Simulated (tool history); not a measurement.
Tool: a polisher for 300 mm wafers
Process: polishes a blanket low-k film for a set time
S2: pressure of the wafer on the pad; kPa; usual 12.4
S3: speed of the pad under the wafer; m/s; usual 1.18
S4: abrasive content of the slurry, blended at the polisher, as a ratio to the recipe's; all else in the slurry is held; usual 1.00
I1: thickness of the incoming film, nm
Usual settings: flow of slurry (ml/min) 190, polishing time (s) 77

Run 1, day 0.000: usual settings; I1 350.1. Result: film removed (nm) 27.1.
Run 2, day 1.138: usual settings but flow of slurry (ml/min) 220; I1 353.9. Result: film removed (nm) 27.5.
At day 1.750: conditioning disc replaced and pad reconditioned.
Run 3, day 2.467: usual settings but flow of slurry (ml/min) 220; I1 349.5. Result: film removed (nm) 29.0.
At day 3.429: worn pad replaced by a new one.
Run 4, day 3.446: usual settings but S2 8.3 kPa, S3 1.50 m/s; I1 349.1. Result: film removed (nm) 22.8.
At day 4.667: slurry blender recalibrated.
Run 5, day 4.700: usual settings but flow of slurry (ml/min) 170, S3 1.02 m/s; I1 354.5. Result: film removed (nm) 24.8.
Run 6, day 5.825: usual settings but S2 8.3 kPa, polishing time (s) 94; I1 354.7. Result: film removed (nm) 22.9.
Run 7, day 6.396: usual settings but S4 0.70, polishing time (s) 97; I1 350.8. Result: film removed (nm) 28.6.
Run 8, day 7.517: usual settings but S3 1.38 m/s; I1 348.0. Result: film removed (nm) 29.4.
At day 8.438: slurry nozzle cleaned.
Run 9, day 8.617: usual settings but flow of slurry (ml/min) 225; I1 349.4. Result: film removed (nm) 27.7.
Run 10, day 9.200: usual settings but S2 15.9 kPa, S3 1.32 m/s, polishing time (s) 93; I1 353.4. Result: film removed (nm) 44.7.
Run 11, day 10.162: usual settings; I1 350.9. Result: film removed (nm) 26.5.
Run 12, day 11.100: usual settings but S3 1.46 m/s; I1 350.8. Result: film removed (nm) 30.7.
At day 11.921: worn pad replaced by a new one.
Run 13, day 12.058: usual settings but S4 0.75; I1 345.1. Result: film removed (nm) 23.5.
At day 13.004: conditioning disc replaced and pad reconditioned.
Run 14, day 13.158: usual settings but S3 1.44 m/s, polishing time (s) 84; I1 355.8. Result: film removed (nm) 36.9.
At day 14.317: head pressure recalibrated.
Run 15, day 14.646: usual settings but S3 1.02 m/s; I1 354.5. Result: film removed (nm) 25.7.
Run 16, day 15.233: usual settings; I1 349.6. Result: film removed (nm) 27.6.
Run 17, day 16.679: usual settings but flow of slurry (ml/min) 165, S2 16.5 kPa, S3 1.52 m/s; I1 351.2. Result: film removed (nm) 41.7.
Run 18, day 17.708: usual settings but flow of slurry (ml/min) 150, polishing time (s) 60; I1 350.9. Result: film removed (nm) 20.3.
Run 19, day 18.492: usual settings but S3 1.38 m/s, S4 0.75; I1 353.6. Result: film removed (nm) 26.0.
Run 20, day 19.712: usual settings but S2 9.7 kPa; I1 354.8. Result: film removed (nm) 21.0.
At day 19.962: worn pad replaced by a new one.
Run 21, day 20.808: usual settings but S2 15.2 kPa, S3 1.56 m/s; I1 346.9. Result: film removed (nm) 38.2.
At day 21.071: slurry blender recalibrated.
Run 22, day 21.804: usual settings; I1 353.3. Result: film removed (nm) 26.3.
Run 23, day 22.608: usual settings; I1 348.2. Result: film removed (nm) 26.8.
Run 24, day 23.975: usual settings but flow of slurry (ml/min) 225, S2 15.2 kPa, polishing time (s) 94; I1 352.1. Result: film removed (nm) 39.7.
Run 25, day 25.083: usual settings; I1 345.2. Result: film removed (nm) 26.0.

Selected run-to-run steps in film removed (nm), each split into two signed amounts: the part the tool would show with no hidden state at all (from settings, incoming material and random variation), and the remainder, which goes to the hidden state together with any gauge scatter not common to the measured and the hidden-state-free results:
Unlogged tool condition in this case: removal rate lost through wear of the pad, %; slurry flow missing at the pad, %; deviation of the head's pressure from its setpoint, %; abrasive missing from the slurry, %; time polished since the conditioner stopped cutting, s.
Run 9 -> 10: flow of slurry (ml/min) 225 -> 190, S2 12.4 -> 15.9, S3 1.18 -> 1.32, polishing time (s) 77 -> 93. film removed (nm) +17.0: hidden state -3.4, all else +20.4.
Run 10 -> 11: S2 15.9 -> 12.4, S3 1.32 -> 1.18, polishing time (s) 93 -> 77. film removed (nm) -18.2: hidden state +3.4, all else -21.6.
Run 17 -> 18: flow of slurry (ml/min) 165 -> 150, S2 16.5 -> 12.4, S3 1.52 -> 1.18, polishing time (s) 77 -> 60. film removed (nm) -21.4: hidden state +3.0, all else -24.4.
Run 20 -> 21: S2 9.7 -> 15.2, S3 1.18 -> 1.56, worn pad replaced by a new one. film removed (nm) +17.2: hidden state -3.9, all else +21.1.
